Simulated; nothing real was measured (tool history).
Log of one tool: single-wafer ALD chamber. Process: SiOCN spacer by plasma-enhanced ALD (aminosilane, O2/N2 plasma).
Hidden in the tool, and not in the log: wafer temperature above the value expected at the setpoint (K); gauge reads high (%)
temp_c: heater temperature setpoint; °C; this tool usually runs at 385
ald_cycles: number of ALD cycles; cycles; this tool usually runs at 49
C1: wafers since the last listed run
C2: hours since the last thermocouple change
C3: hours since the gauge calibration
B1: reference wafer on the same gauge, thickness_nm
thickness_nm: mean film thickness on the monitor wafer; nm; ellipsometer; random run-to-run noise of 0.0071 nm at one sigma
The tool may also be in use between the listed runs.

Run 1, hour 0.0: usual settings; C1 0; C2 870.8; C3 504.4; B1 2.968. Result: thickness_nm 2.857 nm.
Run 2, hour 61.1: usual settings; C1 311; C2 931.9; C3 565.5; B1 2.969. Result: thickness_nm 2.846 nm.
Run 3, hour 249.2: usual settings; C1 958; C2 1120.0; C3 753.6; B1 2.970. Result: thickness_nm 2.858 nm.
Run 4, hour 314.4: usual settings; C1 332; C2 1185.2; C3 818.8; B1 2.970. Result: thickness_nm 2.843 nm.
Run 5, hour 356.4: usual settings; C1 213; C2 1227.2; C3 860.8; B1 2.974. Result: thickness_nm 2.855 nm.
Run 6, hour 415.5: usual settings; C1 301; C2 1286.3; C3 919.9; B1 2.969. Result: thickness_nm 2.873 nm.
Run 7, hour 446.4: usual settings but ald_cycles 42 cycles; C1 157; C2 1317.2; C3 950.8; B1 2.967. Result: thickness_nm 2.441 nm.
Run 8, hour 491.9: usual settings but ald_cycles 42 cycles; C1 231; C2 1362.7; C3 996.3; B1 2.968. Result: thickness_nm 2.452 nm.
Run 9, hour 532.0: usual settings; C1 204; C2 1402.8; C3 1036.4; B1 2.967. Result: thickness_nm 2.841 nm.
Run 10, hour 567.5: usual settings; C1 180; C2 1438.3; C3 1071.9; B1 2.969. Result: thickness_nm 2.850 nm.
Run 11, hour 647.7: usual settings but temp_c 375 °C; C1 408; C2 1518.5; C3 1152.1; B1 2.971. Result: thickness_nm 2.865 nm.
At hour 674.2: gauge calibrated.
At hour 692.9: thermocouple changed; heater temperature recalibrated.
Run 12, hour 693.4: usual settings but temp_c 376 °C; C1 192; C2 0.5; C3 19.2; B1 2.969. Result: thickness_nm 2.848 nm.
Run 13, hour 731.9: usual settings but temp_c 399 °C, ald_cycles 44 cycles; C1 196; C2 39.0; C3 57.7; B1 2.971. Result: thickness_nm 2.565 nm.

Run 14 is up next; what results do you expect?
Run 14, hour 756.9: usual settings but temp_c 371 °C; C1 127; C2 64.0; C3 82.7; B1 ?. Result: thickness_nm ?.

B1: 2.973
thickness_nm: 2.861 nm
The same run, on a tool lacking any hidden state, would have yielded thickness_nm 2.861 nm.
